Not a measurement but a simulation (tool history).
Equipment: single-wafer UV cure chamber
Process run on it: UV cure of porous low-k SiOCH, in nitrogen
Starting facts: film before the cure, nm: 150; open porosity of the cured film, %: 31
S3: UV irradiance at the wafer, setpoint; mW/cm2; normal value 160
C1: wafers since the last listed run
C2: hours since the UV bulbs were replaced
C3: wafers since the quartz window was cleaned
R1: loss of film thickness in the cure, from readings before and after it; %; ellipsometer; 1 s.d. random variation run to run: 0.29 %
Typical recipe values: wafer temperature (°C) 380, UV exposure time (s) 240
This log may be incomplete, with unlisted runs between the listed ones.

run 1 hour=0 | wafer_temperature_(°C)=380 UV_exposure_time_(s)=240 S3=160 | C1=0 C2=1175.7 C3=947 | R1=16.143
-- hour=31.6 UV bulbs replaced
run 2 hour=37.7 | wafer_temperature_(°C)=380 UV_exposure_time_(s)=240 S3=160 | C1=105 C2=6.1 C3=1053 | R1=16.477
run 3 hour=243.3 | wafer_temperature_(°C)=396 UV_exposure_time_(s)=145 S3=160 | C1=728 C2=211.7 C3=1781 | R1=14.112
run 4 hour=271.8 | wafer_temperature_(°C)=396 UV_exposure_time_(s)=145 S3=160 | C1=101 C2=240.2 C3=1882 | R1=14.036
run 5 hour=303.1 | wafer_temperature_(°C)=396 UV_exposure_time_(s)=145 S3=160 | C1=110 C2=271.5 C3=1993 | R1=14.348
run 6 hour=358.7 | wafer_temperature_(°C)=380 UV_exposure_time_(s)=240 S3=160 | C1=197 C2=327.1 C3=2190 | R1=16.276
run 7 hour=408.4 | wafer_temperature_(°C)=380 UV_exposure_time_(s)=240 S3=160 | C1=176 C2=376.8 C3=2367 | R1=16.255
run 8 hour=435.5 | wafer_temperature_(°C)=380 UV_exposure_time_(s)=240 S3=160 | C1=96 C2=403.9 C3=2463 | R1=16.183
run 9 hour=471.4 | wafer_temperature_(°C)=380 UV_exposure_time_(s)=280 S3=160 | C1=127 C2=439.8 C3=2590 | R1=17.143
run 10 hour=512.3 | wafer_temperature_(°C)=380 UV_exposure_time_(s)=275 S3=132 | C1=144 C2=480.7 C3=2735 | R1=15.805
run 11 hour=558 | wafer_temperature_(°C)=380 UV_exposure_time_(s)=275 S3=132 | C1=161 C2=526.4 C3=2897 | R1=15.927
run 12 hour=619.7 | wafer_temperature_(°C)=380 UV_exposure_time_(s)=275 S3=132 | C1=218 C2=588.1 C3=3116 | R1=15.304
run 13 hour=688.1 | wafer_temperature_(°C)=380 UV_exposure_time_(s)=145 S3=160 | C1=242 C2=656.5 C3=3358 | R1=13.314
run 14 hour=742.4 | wafer_temperature_(°C)=380 UV_exposure_time_(s)=145 S3=160 | C1=192 C2=710.8 C3=3550 | R1=12.86
run 15 hour=806.1 | wafer_temperature_(°C)=380 UV_exposure_time_(s)=145 S3=160 | C1=225 C2=774.5 C3=3776 | R1=13.182
-- hour=814.8 quartz window cleaned
run 16 hour=836.8 | wafer_temperature_(°C)=380 UV_exposure_time_(s)=240 S3=189 | C1=80 C2=805.2 C3=77 | R1=17.726
run 17 hour=892.7 | wafer_temperature_(°C)=380 UV_exposure_time_(s)=240 S3=189 | C1=198 C2=861.1 C3=276 | R1=17.408
run 18 hour=930.7 | wafer_temperature_(°C)=397 UV_exposure_time_(s)=240 S3=183 | C1=134 C2=899.1 C3=410 | R1=18.129
run 19 hour=996.4 | wafer_temperature_(°C)=390 UV_exposure_time_(s)=360 S3=172 | C1=232 C2=964.8 C3=643 | R1=19.769
run 20 hour=1039.2 | wafer_temperature_(°C)=380 UV_exposure_time_(s)=240 S3=160 | C1=151 C2=1007.6 C3=795 | R1=16.91
run 21 hour=1084.3 | wafer_temperature_(°C)=380 UV_exposure_time_(s)=145 S3=160 | C1=159 C2=1052.7 C3=955 | R1=14.498
run 22 hour=1122.6 | wafer_temperature_(°C)=393 UV_exposure_time_(s)=240 S3=171 | C1=135 C2=1091 C3=1091 | R1=17.395
run 23 hour=1170 | wafer_temperature_(°C)=371 UV_exposure_time_(s)=160 S3=135 | C1=168 C2=1138.4 C3=1259 | R1=13.378
run 24 hour=1302.2 | wafer_temperature_(°C)=375 UV_exposure_time_(s)=280 S3=126 | C1=468 C2=1270.6 C3=1727 | R1=15.826
run 25 hour=1330 | wafer_temperature_(°C)=380 UV_exposure_time_(s)=185 S3=120 | C1=98 C2=1298.4 C3=1826 | R1=13.613
run 26 hour=1385.6 | wafer_temperature_(°C)=380 UV_exposure_time_(s)=145 S3=160 | C1=197 C2=1354 C3=2023 | R1=13.901
run 27 hour=1451.6 | wafer_temperature_(°C)=371 UV_exposure_time_(s)=360 S3=142 | C1=233 C2=1420 C3=2257 | R1=17.492
-- hour=1507.1 UV bulbs replaced
run 28 hour=1518.1 | wafer_temperature_(°C)=370 UV_exposure_time_(s)=355 S3=190 | C1=207 C2=11 C3=2464 | R1=19.253
run 29 hour=1578.4 | wafer_temperature_(°C)=366 UV_exposure_time_(s)=140 S3=132 | C1=213 C2=71.3 C3=2678 | R1=12.202
run 30 hour=1623.5 | wafer_temperature_(°C)=380 UV_exposure_time_(s)=120 S3=124 | C1=159 C2=116.4 C3=2838 | R1=11.077
run 31 hour=1680.2 | wafer_temperature_(°C)=366 UV_exposure_time_(s)=240 S3=198 | C1=200 C2=173.1 C3=3039 | R1=16.727
run 32 hour=1714.5 | wafer_temperature_(°C)=380 UV_exposure_time_(s)=240 S3=160 | C1=121 C2=207.4 C3=3160 | R1=16.03
-- hour=1777.6 quartz window cleaned
run 33 hour=1778.1 | wafer_temperature_(°C)=372 UV_exposure_time_(s)=360 S3=193 | C1=197 C2=271 C3=1 | R1=19.513
run 34 hour=1833.7 | wafer_temperature_(°C)=380 UV_exposure_time_(s)=340 S3=127 | C1=197 C2=326.6 C3=198 | R1=17.108
run 35 hour=1895.8 | wafer_temperature_(°C)=380 UV_exposure_time_(s)=240 S3=175 | C1=220 C2=388.7 C3=419 | R1=17.799

What differs in the tool's unlogged condition from the final listed run ahead of each entry between runs to the first listed run following it?
Between runs 1 and 2: UV bulbs replaced (hour 31.6)
  transmission lost against a clean window, %: 2.86 -> 3.24
  measured result minus the result with no hidden state, R1: -0.147 -> -0.171 %
Between runs 15 and 16: quartz window cleaned (hour 814.8)
  transmission lost against a clean window, %: 21.9 -> 1.36
  measured result minus the result with no hidden state, R1: -1.255 -> -0.072 %
Between runs 27 and 28: UV bulbs replaced (hour 1507.1)
  transmission lost against a clean window, %: 8.48 -> 10.1
  measured result minus the result with no hidden state, R1: -0.462 -> -0.564 %
Between runs 32 and 33: quartz window cleaned (hour 1777.6)
  transmission lost against a clean window, %: 15.6 -> 0.853
  measured result minus the result with no hidden state, R1: -0.889 -> -0.044 %

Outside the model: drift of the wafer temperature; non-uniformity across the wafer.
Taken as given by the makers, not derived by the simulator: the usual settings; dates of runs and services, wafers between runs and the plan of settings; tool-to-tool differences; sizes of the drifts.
